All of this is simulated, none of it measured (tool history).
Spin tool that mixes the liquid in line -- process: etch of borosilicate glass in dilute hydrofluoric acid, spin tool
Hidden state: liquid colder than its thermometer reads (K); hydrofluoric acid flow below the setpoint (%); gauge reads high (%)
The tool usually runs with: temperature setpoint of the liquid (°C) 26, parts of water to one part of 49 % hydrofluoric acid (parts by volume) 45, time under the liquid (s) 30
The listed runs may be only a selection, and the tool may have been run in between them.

run	hour	temperature setpoint of the liquid (°C)	parts of water to one part of 49 % hydrofluoric acid (parts by volume)	time under the liquid (s)	wafers since the last listed run	hours since the thermometer was replaced	hours since the hydrofluoric acid flow meter was replaced	hours since the gauge calibration	read-back film thickness of the borosilicate glass reference wafer, read on the same gauge (nm)	thickness taken off the borosilicate glass on a monitor wafer (Å)
1	0.0	26	45	30	0	977.2	779.2	204.9	59.98	332.6
2	38.2	26	45	30	604	1015.4	817.4	243.1	59.99	330.4
3	95.0	26	40	20	899	1072.2	874.2	299.9	60.02	247.4
4	132.9	26	40	20	600	1110.1	912.1	337.8	60.01	240.7
5	186.9	26	45	30	854	1164.1	966.1	391.8	60.00	318.2
# hour 214.3: gauge calibrated
6	221.5	26	45	30	547	1198.7	1000.7	7.2	59.99	320.8
# hour 235.1: hydrofluoric acid flow meter replaced
7	247.7	22	35	30	398	1224.9	12.6	33.4	60.00	386.8
8	278.5	26	45	35	487	1255.7	43.4	64.2	59.97	407.9
9	319.1	26	65	30	642	1296.3	84.0	104.8	59.99	236.1

Expected results for the next run?
10	374.8	26	45	30	881	1352.0	139.7	160.5	?	?

Run 10 yielded read-back film thickness of the borosilicate glass reference wafer, read on the same gauge (nm) 60.00, thickness taken off the borosilicate glass on a monitor wafer (Å) 345.3.
Without the tool's hidden state the same run would have given thickness taken off the borosilicate glass on a monitor wafer (Å) 396.5.

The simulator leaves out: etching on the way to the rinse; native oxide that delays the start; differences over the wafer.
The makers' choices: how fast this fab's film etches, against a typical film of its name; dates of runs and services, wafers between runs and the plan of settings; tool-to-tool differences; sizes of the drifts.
